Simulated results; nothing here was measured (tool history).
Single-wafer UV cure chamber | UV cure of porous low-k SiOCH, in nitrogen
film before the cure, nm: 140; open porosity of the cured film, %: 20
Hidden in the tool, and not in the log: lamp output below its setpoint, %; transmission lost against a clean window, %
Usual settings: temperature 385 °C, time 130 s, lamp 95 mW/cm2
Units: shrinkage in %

run,hour,temperature,time,lamp,wafers since the last listed run,hours since the UV bulbs were replaced,wafers since the quartz window was cleaned,shrinkage
1,0.0,385,130,95,0,863.9,1037,9.503
2,64.2,385,130,95,271,928.1,1308,9.206
3,172.1,385,190,95,456,1036.0,1765,10.690
4,251.0,385,130,95,333,1114.9,2099,9.512
5,302.2,385,130,95,216,1166.1,2315,9.122
# hour 348.2: quartz window cleaned
6,382.7,385,130,95,306,1246.6,146,9.267
7,421.3,374,130,95,163,1285.2,309,9.129
8,457.4,374,130,95,152,1321.3,462,9.073
9,503.5,385,195,114,195,1367.4,657,11.572
10,557.3,385,175,95,227,1421.2,884,10.459
# hour 649.1: UV bulbs replaced
11,655.4,385,195,62,381,6.3,1265,9.283
12,691.9,385,130,95,154,42.8,1420,8.997
13,835.3,385,130,75,606,186.2,2027,8.296
14,924.6,385,175,69,377,275.5,2404,8.971
# hour 960.8: quartz window cleaned
15,989.4,400,190,129,240,340.3,121,12.244
16,1047.3,385,65,95,244,398.2,365,6.217

The next listed run, before its measurement:
17,1127.0,385,130,95,337,477.9,703,?

Run 17 gave shrinkage 9.130 %.
Without the tool's hidden state the same run would have given shrinkage 9.130 %.

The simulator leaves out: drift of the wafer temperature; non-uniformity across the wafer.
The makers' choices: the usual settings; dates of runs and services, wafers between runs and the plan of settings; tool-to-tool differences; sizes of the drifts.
